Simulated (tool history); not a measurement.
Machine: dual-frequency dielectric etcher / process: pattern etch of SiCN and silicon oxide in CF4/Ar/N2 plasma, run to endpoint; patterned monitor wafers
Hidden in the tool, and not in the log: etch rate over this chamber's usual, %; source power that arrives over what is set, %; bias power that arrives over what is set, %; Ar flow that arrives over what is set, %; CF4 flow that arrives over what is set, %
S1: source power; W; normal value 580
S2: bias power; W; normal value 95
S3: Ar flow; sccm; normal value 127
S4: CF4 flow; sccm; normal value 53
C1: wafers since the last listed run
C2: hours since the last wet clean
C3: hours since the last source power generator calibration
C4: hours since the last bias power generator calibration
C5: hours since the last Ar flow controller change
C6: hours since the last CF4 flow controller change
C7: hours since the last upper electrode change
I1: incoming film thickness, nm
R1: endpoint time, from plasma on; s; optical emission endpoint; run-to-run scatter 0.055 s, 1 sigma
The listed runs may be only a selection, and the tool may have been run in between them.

| run | day | S1 | S2 | S3 | S4 | C1 | C2 | C3 | C4 | C5 | C6 | C7 | I1 | R1 |
|---|---|---|---|---|---|---|---|---|---|---|---|---|---|---|
| 1 | 0.000 | 580 | 95 | 127 | 53 | 0 | 104.2 | 1388.2 | 3094.2 | 3098.9 | 3367.6 | 2909.4 | 18.05 | 18.3 |
| 2 | 3.712 | 580 | 95 | 127 | 53 | 969 | 193.3 | 1477.3 | 3183.3 | 3188.0 | 3456.7 | 2998.5 | 18.03 | 18.2 |
| 3 | 7.354 | 580 | 95 | 127 | 53 | 950 | 280.7 | 1564.7 | 3270.7 | 3275.4 | 3544.1 | 3085.9 | 18.18 | 18.6 |
| 4 | 9.842 | 580 | 95 | 127 | 53 | 649 | 340.4 | 1624.4 | 3330.4 | 3335.1 | 3603.8 | 3145.6 | 18.06 | 18.5 |
| 5 | 14.229 | 580 | 95 | 127 | 53 | 1145 | 445.7 | 1729.7 | 3435.7 | 3440.4 | 3709.1 | 3250.9 | 17.74 | 18.4 |
|  | 15.158 | CF4 flow controller replaced |
|  | 15.738 | wet clean of the chamber |
| 6 | 15.908 | 470 | 95 | 127 | 53 | 222 | 4.1 | 1770.0 | 3476.0 | 3480.7 | 18.0 | 3291.2 | 17.99 | 19.7 |
| 7 | 18.225 | 580 | 95 | 127 | 53 | 604 | 59.7 | 1825.6 | 3531.6 | 3536.3 | 73.6 | 3346.8 | 17.92 | 18.0 |
|  | 21.858 | source power generator calibrated |
| 8 | 22.079 | 580 | 95 | 127 | 53 | 962 | 152.2 | 5.3 | 3624.1 | 3628.8 | 166.1 | 3439.3 | 17.78 | 18.2 |
| 9 | 25.167 | 580 | 109 | 127 | 53 | 806 | 226.3 | 79.4 | 3698.2 | 3702.9 | 240.2 | 3513.4 | 17.88 | 17.8 |
|  | 27.204 | Ar flow controller replaced |
| 10 | 27.971 | 580 | 102 | 127 | 53 | 666 | 293.6 | 146.7 | 3765.5 | 18.4 | 307.5 | 3580.7 | 17.88 | 18.1 |
| 11 | 31.754 | 680 | 117 | 152 | 65 | 987 | 384.4 | 237.5 | 3856.3 | 109.2 | 398.3 | 3671.5 | 17.89 | 16.3 |
|  | 35.608 | bias power generator calibrated |
|  | 36.342 | upper electrode replaced |
| 12 | 36.362 | 700 | 117 | 142 | 41 | 968 | 495.0 | 348.1 | 18.1 | 219.8 | 508.9 | 0.5 | 17.96 | 17.4 |
|  | 37.479 | wet clean of the chamber |
| 13 | 42.717 | 580 | 95 | 127 | 53 | 1397 | 125.7 | 500.6 | 170.6 | 372.3 | 661.4 | 153.0 | 18.01 | 18.6 |
| 14 | 45.712 | 650 | 114 | 127 | 64 | 782 | 197.6 | 572.5 | 242.5 | 444.2 | 733.3 | 224.9 | 17.96 | 16.1 |
| 15 | 47.592 | 680 | 95 | 153 | 53 | 490 | 242.7 | 617.6 | 287.6 | 489.3 | 778.4 | 270.0 | 18.08 | 18.1 |

Alternative continuations, all from the tool just after run 15; predict every row:
| A | 47.608 | 580 | 95 | 127 | 53 | 4 | 243.1 | 618.0 | 288.0 | 489.7 | 778.8 | 270.4 | 17.98 | ? |
| B | 47.608 | 580 | 108 | 149 | 57 | 4 | 243.1 | 618.0 | 288.0 | 489.7 | 778.8 | 270.4 | 17.98 | ? |
| C | 47.608 | 650 | 95 | 127 | 47 | 4 | 243.1 | 618.0 | 288.0 | 489.7 | 778.8 | 270.4 | 17.98 | ? |

| run | R1 |
|---|---|
| A | 18.6 |
| B | 18.2 |
| C | 18.1 |
Without the tool's unlogged condition, the same runs would have read:
| run | R1 |
|---|---|
| A | 18.5 |
| B | 18.1 |
| C | 18.0 |
